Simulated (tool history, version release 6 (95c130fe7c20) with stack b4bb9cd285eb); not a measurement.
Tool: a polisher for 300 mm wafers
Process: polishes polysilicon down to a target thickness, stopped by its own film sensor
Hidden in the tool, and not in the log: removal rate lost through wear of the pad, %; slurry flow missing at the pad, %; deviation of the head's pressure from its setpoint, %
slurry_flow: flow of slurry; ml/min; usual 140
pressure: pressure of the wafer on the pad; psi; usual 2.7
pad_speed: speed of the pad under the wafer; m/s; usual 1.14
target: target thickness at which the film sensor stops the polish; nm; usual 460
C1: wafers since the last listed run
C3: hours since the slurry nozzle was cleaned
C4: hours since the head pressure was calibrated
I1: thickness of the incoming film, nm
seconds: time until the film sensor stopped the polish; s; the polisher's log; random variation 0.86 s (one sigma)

{"run": 1, "hour": 0.0, "slurry_flow": 140, "pressure": 2.7, "pad_speed": 1.14, "target": 460, "C1": 0, "wafers polished on this pad": 760, "C3": 516.3, "C4": 206.9, "I1": 1009.2, "seconds": 61.5}
{"run": 2, "hour": 25.1, "slurry_flow": 140, "pressure": 2.7, "pad_speed": 1.14, "target": 460, "C1": 413, "wafers polished on this pad": 1174, "C3": 541.4, "C4": 232, "I1": 1014.3, "seconds": 63.7}
{"run": 3, "hour": 58.6, "slurry_flow": 140, "pressure": 2.7, "pad_speed": 1.14, "target": 460, "C1": 551, "wafers polished on this pad": 1725, "C3": 574.9, "C4": 265.5, "I1": 1010.9, "seconds": 63.2}
{"run": 4, "hour": 128.4, "slurry_flow": 140, "pressure": 2.1, "pad_speed": 1.14, "target": 460, "C1": 1149, "wafers polished on this pad": 2875, "C3": 644.7, "C4": 335.3, "I1": 990.7, "seconds": 75.1}
{"hour": 204.7, "done": "worn pad replaced by a new one"}
{"run": 5, "hour": 261.5, "slurry_flow": 140, "pressure": 2.1, "pad_speed": 1.14, "target": 460, "C1": 2126, "wafers polished on this pad": 936, "C3": 777.8, "C4": 468.4, "I1": 1013.9, "seconds": 73.4}
{"run": 6, "hour": 302.9, "slurry_flow": 140, "pressure": 2.1, "pad_speed": 1.14, "target": 460, "C1": 681, "wafers polished on this pad": 1618, "C3": 819.2, "C4": 509.8, "I1": 1026.4, "seconds": 78.4}
{"hour": 369.2, "done": "slurry nozzle cleaned"}
{"run": 7, "hour": 369.7, "slurry_flow": 140, "pressure": 2.7, "pad_speed": 1.14, "target": 460, "C1": 1083, "wafers polished on this pad": 2701, "C3": 0.5, "C4": 576.6, "I1": 1010.4, "seconds": 66.3}
{"run": 8, "hour": 423.6, "slurry_flow": 140, "pressure": 2.7, "pad_speed": 1.14, "target": 460, "C1": 887, "wafers polished on this pad": 3589, "C3": 54.4, "C4": 630.5, "I1": 1025, "seconds": 70.8}
{"hour": 454.3, "done": "worn pad replaced by a new one, of another model than before"}
{"run": 9, "hour": 464.0, "slurry_flow": 140, "pressure": 2.7, "pad_speed": 1.14, "target": 460, "C1": 599, "wafers polished on this pad": 160, "C3": 94.8, "C4": 670.9, "I1": 1022.5, "seconds": 62}
{"run": 10, "hour": 496.3, "slurry_flow": 140, "pressure": 2.7, "pad_speed": 1.14, "target": 460, "C1": 532, "wafers polished on this pad": 692, "C3": 127.1, "C4": 703.2, "I1": 1013.3, "seconds": 62.4}
{"hour": 628.7, "done": "head pressure recalibrated"}
{"hour": 699.5, "done": "worn pad replaced by a new one"}
{"run": 11, "hour": 700.0, "slurry_flow": 140, "pressure": 2.7, "pad_speed": 1.46, "target": 460, "C1": 3256, "wafers polished on this pad": 8, "C3": 330.8, "C4": 71.3, "I1": 1031.5, "seconds": 54.3}
{"run": 12, "hour": 733.9, "slurry_flow": 140, "pressure": 2.7, "pad_speed": 1.32, "target": 460, "C1": 558, "wafers polished on this pad": 566, "C3": 364.7, "C4": 105.2, "I1": 1005.1, "seconds": 56.7}
{"run": 13, "hour": 794.7, "slurry_flow": 140, "pressure": 2.1, "pad_speed": 1.32, "target": 460, "C1": 1001, "wafers polished on this pad": 1568, "C3": 425.5, "C4": 166, "I1": 1013.1, "seconds": 77.3}
{"run": 14, "hour": 839.2, "slurry_flow": 140, "pressure": 2.7, "pad_speed": 1.42, "target": 460, "C1": 732, "wafers polished on this pad": 2301, "C3": 470, "C4": 210.5, "I1": 995.8, "seconds": 56.1}

The next listed run, before its measurement:
{"run": 15, "hour": 887.4, "slurry_flow": 140, "pressure": 2.7, "pad_speed": 1.44, "target": 460, "C1": 793, "wafers polished on this pad": 3094, "C3": 518.2, "C4": 258.7, "I1": 1000.7, "seconds": "?"}

{"run 15": {"seconds": 58.4}}
Without the tool's hidden state the same run would have given seconds 52.3 s.
